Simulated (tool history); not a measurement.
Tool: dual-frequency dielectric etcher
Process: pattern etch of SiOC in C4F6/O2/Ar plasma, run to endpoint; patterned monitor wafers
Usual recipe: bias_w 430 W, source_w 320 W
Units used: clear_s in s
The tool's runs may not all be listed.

run     day  bias_w  source_w  incoming incoming film thickness, nm  clear_s
  1       0     430       380                                 44.87     16.3
  2   2.129     430       380                                 44.79     16.4
  3   4.362     430       320                                 44.67     17.5
  4   7.192     482       320                                 44.89       17
  5  10.704     482       320                                 44.33     16.8
  6  15.058     430       320                                 44.66     17.2
     20.562  -- wet clean of the chamber
     26.188  -- upper electrode replaced
  7  26.208     430       320                                 44.26     17.2
  8  28.721     430       320                                 44.24     17.1
  9   31.05     430       320                                    45     17.5
     32.642  -- source power generator calibrated
 10  33.546     430       320                                 44.65     17.2
     34.021  -- bias power generator calibrated
 11  35.308     430       320                                 44.76     17.4
 12  38.029     381       300                                 44.44     18.1
 13  42.212     525       250                                 44.68     18.1
     44.842  -- wet clean of the chamber
 14  44.862     325       320                                 44.06     18.2
 15  46.825     498       290                                 44.61     17.4
 16   50.75     430       320                                 44.64     17.5
 17  52.567     498       290                                 44.45     17.2
 18  56.188     526       380                                 44.21     15.1
 19  60.133     373       320                                 44.96       18
 20  62.442     394       360                                 44.51     16.9
 21  64.062     430       320                                 44.97     17.4
     68.438  -- wet clean of the chamber
 22  68.458     479       360                                 44.47     16.2

What the log doesn't show, run by run:
etch rate over this chamber's usual, %: 0 in every run
bias power that arrives over what is set, %: 0 in every run
source power that arrives over what is set, %: 0 in every run

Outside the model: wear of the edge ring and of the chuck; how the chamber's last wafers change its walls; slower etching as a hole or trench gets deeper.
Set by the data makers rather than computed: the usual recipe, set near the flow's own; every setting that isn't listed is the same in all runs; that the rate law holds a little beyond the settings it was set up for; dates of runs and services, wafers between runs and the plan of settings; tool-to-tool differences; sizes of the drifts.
